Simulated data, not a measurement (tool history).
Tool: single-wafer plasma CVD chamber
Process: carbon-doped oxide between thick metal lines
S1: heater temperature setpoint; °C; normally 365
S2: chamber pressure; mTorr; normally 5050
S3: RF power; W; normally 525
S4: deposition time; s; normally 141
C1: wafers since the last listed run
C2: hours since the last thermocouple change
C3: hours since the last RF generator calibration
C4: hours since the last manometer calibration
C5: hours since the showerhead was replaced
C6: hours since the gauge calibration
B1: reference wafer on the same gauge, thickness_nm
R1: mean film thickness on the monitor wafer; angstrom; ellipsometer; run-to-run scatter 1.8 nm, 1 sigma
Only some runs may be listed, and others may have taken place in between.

{"run": 1, "hour": 0.0, "S1": 365, "S2": 5050, "S3": 445, "S4": 141, "C1": 0, "C2": 1903.8, "C3": 807.1, "C4": 2602.2, "C5": 2177.7, "C6": 38.9, "B1": 806.278, "R1": 6325.59}
{"run": 2, "hour": 8.5, "S1": 365, "S2": 5050, "S3": 445, "S4": 141, "C1": 107, "C2": 1912.3, "C3": 815.6, "C4": 2610.7, "C5": 2186.2, "C6": 47.4, "B1": 805.778, "R1": 6294.19}
{"run": 3, "hour": 18.2, "S1": 365, "S2": 5420, "S3": 525, "S4": 141, "C1": 122, "C2": 1922, "C3": 825.3, "C4": 2620.4, "C5": 2195.9, "C6": 57.1, "B1": 806.294, "R1": 6854.58}
{"run": 4, "hour": 30.2, "S1": 365, "S2": 5420, "S3": 525, "S4": 141, "C1": 151, "C2": 1934, "C3": 837.3, "C4": 2632.4, "C5": 2207.9, "C6": 69.1, "B1": 806.667, "R1": 6893.88}
{"run": 5, "hour": 46.8, "S1": 365, "S2": 5420, "S3": 525, "S4": 141, "C1": 209, "C2": 1950.6, "C3": 853.9, "C4": 2649, "C5": 2224.5, "C6": 85.7, "B1": 805.997, "R1": 6842.12}
{"run": 6, "hour": 59.5, "S1": 365, "S2": 5050, "S3": 525, "S4": 141, "C1": 159, "C2": 1963.3, "C3": 866.6, "C4": 2661.7, "C5": 2237.2, "C6": 98.4, "B1": 806.171, "R1": 6801}
{"run": 7, "hour": 68.4, "S1": 365, "S2": 5050, "S3": 525, "S4": 141, "C1": 112, "C2": 1972.2, "C3": 875.5, "C4": 2670.6, "C5": 2246.1, "C6": 107.3, "B1": 806.01, "R1": 6799.4}
{"run": 8, "hour": 81.4, "S1": 365, "S2": 5050, "S3": 525, "S4": 141, "C1": 163, "C2": 1985.2, "C3": 888.5, "C4": 2683.6, "C5": 2259.1, "C6": 120.3, "B1": 806.249, "R1": 6811.8}
{"hour": 94.5, "done": "RF generator calibrated"}
{"run": 9, "hour": 98.0, "S1": 365, "S2": 5050, "S3": 565, "S4": 141, "C1": 108, "C2": 2001.8, "C3": 3.5, "C4": 2700.2, "C5": 2275.7, "C6": 136.9, "B1": 806.258, "R1": 6910.39}
{"run": 10, "hour": 111.6, "S1": 365, "S2": 5050, "S3": 525, "S4": 141, "C1": 171, "C2": 2015.4, "C3": 17.1, "C4": 2713.8, "C5": 2289.3, "C6": 150.5, "B1": 806.283, "R1": 6665.73}
{"run": 11, "hour": 118.8, "S1": 365, "S2": 5050, "S3": 525, "S4": 141, "C1": 90, "C2": 2022.6, "C3": 24.3, "C4": 2721, "C5": 2296.5, "C6": 157.7, "B1": 806.14, "R1": 6680.8}
{"hour": 130.0, "done": "gauge calibrated"}
{"hour": 135.4, "done": "RF generator calibrated, repeated, since the last time left the tool worse"}
{"hour": 143.4, "done": "capacitance manometer re-zeroed and calibrated"}
{"run": 12, "hour": 143.9, "S1": 365, "S2": 5050, "S3": 525, "S4": 141, "C1": 115, "C2": 2047.7, "C3": 8.5, "C4": 0.5, "C5": 2321.6, "C6": 13.9, "B1": 805.948, "R1": 6999.27}
{"run": 13, "hour": 147.5, "S1": 365, "S2": 5050, "S3": 525, "S4": 141, "C1": 45, "C2": 2051.3, "C3": 12.1, "C4": 4.1, "C5": 2325.2, "C6": 17.5, "B1": 806.271, "R1": 7038.27}
{"run": 14, "hour": 159.2, "S1": 365, "S2": 5050, "S3": 525, "S4": 141, "C1": 147, "C2": 2063, "C3": 23.8, "C4": 15.8, "C5": 2336.9, "C6": 29.2, "B1": 805.658, "R1": 6992.26}
{"run": 15, "hour": 169.6, "S1": 358, "S2": 4360, "S3": 525, "S4": 113, "C1": 130, "C2": 2073.4, "C3": 34.2, "C4": 26.2, "C5": 2347.3, "C6": 39.6, "B1": 806.446, "R1": 5599.22}
{"run": 16, "hour": 178.5, "S1": 365, "S2": 5370, "S3": 525, "S4": 169, "C1": 112, "C2": 2082.3, "C3": 43.1, "C4": 35.1, "C5": 2356.2, "C6": 48.5, "B1": 806.373, "R1": 8450.27}
{"run": 17, "hour": 191.1, "S1": 359, "S2": 5430, "S3": 525, "S4": 141, "C1": 158, "C2": 2094.9, "C3": 55.7, "C4": 47.7, "C5": 2368.8, "C6": 61.1, "B1": 805.615, "R1": 7178.17}
{"hour": 212.0, "done": "showerhead replaced"}
{"run": 18, "hour": 212.5, "S1": 365, "S2": 5050, "S3": 525, "S4": 141, "C1": 168, "C2": 2116.3, "C3": 77.1, "C4": 69.1, "C5": 0.5, "C6": 82.5, "B1": 806.357, "R1": 6976.82}
{"hour": 230.7, "done": "thermocouple changed; heater temperature recalibrated"}
{"run": 19, "hour": 231.2, "S1": 377, "S2": 6160, "S3": 445, "S4": 121, "C1": 134, "C2": 0.5, "C3": 95.8, "C4": 87.8, "C5": 19.2, "C6": 101.2, "B1": 806.084, "R1": 5528}
{"run": 20, "hour": 231.5, "S1": 365, "S2": 4710, "S3": 600, "S4": 127, "C1": 3, "C2": 0.8, "C3": 96.1, "C4": 88.1, "C5": 19.5, "C6": 101.5, "B1": 806.253, "R1": 6603.3}
{"run": 21, "hour": 246.2, "S1": 365, "S2": 4680, "S3": 525, "S4": 127, "C1": 185, "C2": 15.5, "C3": 110.8, "C4": 102.8, "C5": 34.2, "C6": 116.2, "B1": 805.916, "R1": 6227.74}

Estimate the outcome of run 22 from the log above:
{"run": 22, "hour": 260.6, "S1": 365, "S2": 5050, "S3": 525, "S4": 131, "C1": 181, "C2": 29.9, "C3": 125.2, "C4": 117.2, "C5": 48.6, "C6": 130.6, "B1": "?", "R1": "?"}

Run 22 measured B1 806.085, R1 6485.59 angstrom.
Without the tool's hidden state the same run would have given R1 6518.08 angstrom.
